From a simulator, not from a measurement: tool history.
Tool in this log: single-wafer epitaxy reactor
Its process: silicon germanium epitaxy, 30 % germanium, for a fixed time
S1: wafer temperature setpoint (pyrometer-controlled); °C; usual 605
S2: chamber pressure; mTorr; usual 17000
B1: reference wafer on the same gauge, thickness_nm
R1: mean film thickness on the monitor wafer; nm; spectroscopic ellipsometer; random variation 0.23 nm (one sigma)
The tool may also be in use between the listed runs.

run 1 day=0 | S1=605 S2=17000 | B1=67.241 | R1=66.331
run 2 day=1.458 | S1=605 S2=17000 | B1=67.295 | R1=65.955
run 3 day=2.933 | S1=605 S2=17000 | B1=67.31 | R1=66.695
run 4 day=4.379 | S1=616 S2=13700 | B1=67.383 | R1=69.155
run 5 day=5.646 | S1=616 S2=13700 | B1=67.292 | R1=69.491
run 6 day=6.658 | S1=605 S2=17000 | B1=67.28 | R1=67.336
run 7 day=7.7 | S1=605 S2=17000 | B1=67.243 | R1=67.108
-- day=8.446 pyrometer calibrated
run 8 day=8.754 | S1=614 S2=17000 | B1=67.31 | R1=69.665
run 9 day=9.854 | S1=614 S2=17000 | B1=67.367 | R1=69.796
run 10 day=10.738 | S1=616 S2=19800 | B1=67.39 | R1=79.305
-- day=12.004 gauge calibrated
-- day=13.296 showerhead replaced
run 11 day=13.317 | S1=605 S2=17000 | B1=67.283 | R1=60.742
-- day=14.35 capacitance manometer re-zeroed and calibrated
run 12 day=14.371 | S1=605 S2=17000 | B1=67.287 | R1=60.52
run 13 day=15.062 | S1=597 S2=19100 | B1=67.268 | R1=57.182
run 14 day=15.796 | S1=620 S2=13700 | B1=67.36 | R1=67.072
run 15 day=17.262 | S1=616 S2=18300 | B1=67.253 | R1=75.635
run 16 day=18.183 | S1=616 S2=18300 | B1=67.347 | R1=75.388
run 17 day=19.517 | S1=617 S2=17000 | B1=67.402 | R1=73.797
run 18 day=20.379 | S1=605 S2=17000 | B1=67.384 | R1=60.518
run 19 day=21.529 | S1=596 S2=17000 | B1=67.397 | R1=52.661

The tool's hidden state at each run:
true pressure above the setpoint (%): 0 on each run
gauge reads high (%): 0 on each run
H1: wafer temperature above the value expected at the setpoint (K)
run=1 H1=5.25
run=2 H1=5.47
run=3 H1=5.69
run=4 H1=5.92
run=5 H1=6.12
run=6 H1=6.28
run=7 H1=6.44
run=8 H1=-0.12
run=9 H1=-0.119
run=10 H1=-0.115
run=11 H1=-0.0974
run=12 H1=-0.0863
run=13 H1=-0.0778
run=14 H1=-0.0679
run=15 H1=-0.0448
run=16 H1=-0.0281
run=17 H1=-0.00111
run=18 H1=0.0182
run=19 H1=0.0462
